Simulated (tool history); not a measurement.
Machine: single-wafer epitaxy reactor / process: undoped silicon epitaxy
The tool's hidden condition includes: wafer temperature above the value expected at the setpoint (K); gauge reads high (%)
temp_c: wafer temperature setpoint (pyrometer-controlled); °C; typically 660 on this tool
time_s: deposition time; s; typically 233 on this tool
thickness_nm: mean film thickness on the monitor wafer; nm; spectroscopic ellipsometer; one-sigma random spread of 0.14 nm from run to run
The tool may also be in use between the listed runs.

run	hour	temp_c	time_s	wafers since the last listed run	hours since the last pyrometer calibration	hours since the gauge calibration	read-back reference wafer on the same gauge, thickness_nm	thickness_nm
1	0	660	233	0	365.1	429.1	50.635	44.425
2	35.3	660	233	183	400.4	464.4	50.672	44.333
3	70.8	660	233	184	435.9	499.9	50.722	44.595
4	104.2	660	205	173	469.3	533.3	50.759	39.444
5	194.1	660	233	466	559.2	623.2	50.661	44.545
6	253.3	660	233	307	618.4	682.4	50.721	44.578
7	320.4	660	244	348	685.5	749.5	50.734	46.916
8	370.9	660	233	261	736	800	50.738	44.738
9	408.6	660	233	195	773.7	837.7	50.693	44.638
10	460.7	660	233	270	825.8	889.8	50.63	44.916
11	515.5	667	233	284	880.6	944.6	50.694	50.936
12	544.6	667	233	150	909.7	973.7	50.749	51.095
# hour 574.5: gauge calibrated
13	581	660	258	188	946.1	6.5	50.725	49.514
14	608.5	660	233	142	973.6	34	50.681	45.028
15	649.8	660	233	214	1014.9	75.3	50.725	45.076
16	689.9	651	250	207	1055	115.4	50.708	40.776
17	726.7	651	250	190	1091.8	152.2	50.729	40.632
18	830	660	233	535	1195.1	255.5	50.749	45.138
19	869.7	666	213	205	1234.8	295.2	50.735	45.877
20	925.6	674	210	289	1290.7	351.1	50.692	52.678
21	959.5	660	233	175	1324.6	385	50.669	45.029
22	989.4	656	203	155	1354.5	414.9	50.715	36.605
23	1017.2	667	233	144	1382.3	442.7	50.655	51.437
# hour 1089: pyrometer calibrated
24	1089.5	667	249	333	0.5	515	50.676	53.969
25	1141.3	660	233	268	52.3	566.8	50.706	44.475
26	1176.8	650	210	184	87.8	602.3	50.671	32.955
27	1239.2	655	233	323	150.2	664.7	50.662	40.343
28	1268.6	660	220	152	179.6	694.1	50.748	41.779
29	1292.8	660	233	125	203.8	718.3	50.688	44.345
30	1317.2	669	199	126	228.2	742.7	50.748	45.007
31	1347	650	245	154	258	772.5	50.682	38.746
32	1375.1	660	205	145	286.1	800.6	50.747	39.077
33	1432.7	651	260	298	343.7	858.2	50.705	41.915
34	1470.6	650	217	196	381.6	896.1	50.753	34.172
35	1540	660	233	359	451	965.5	50.664	44.513
36	1571.5	660	233	163	482.5	997	50.704	44.557

Each row is a separate what-if for the run after 36, all from the same tool condition, not one after another. Results?
A	1572	660	233	2	483	997.5	?	?
B	1572	667	203	2	483	997.5	?	?
C	1572	655	276	2	483	997.5	?	?
D	1572	651	221	2	483	997.5	?	?

run	read-back reference wafer on the same gauge, thickness_nm	thickness_nm
A	50.732	44.589
B	50.732	44.261
C	50.732	48.068
D	50.732	35.672
Without the tool's unlogged condition, the same runs would have read:
run	thickness_nm
A	44.419
B	44.094
C	47.883
D	35.533
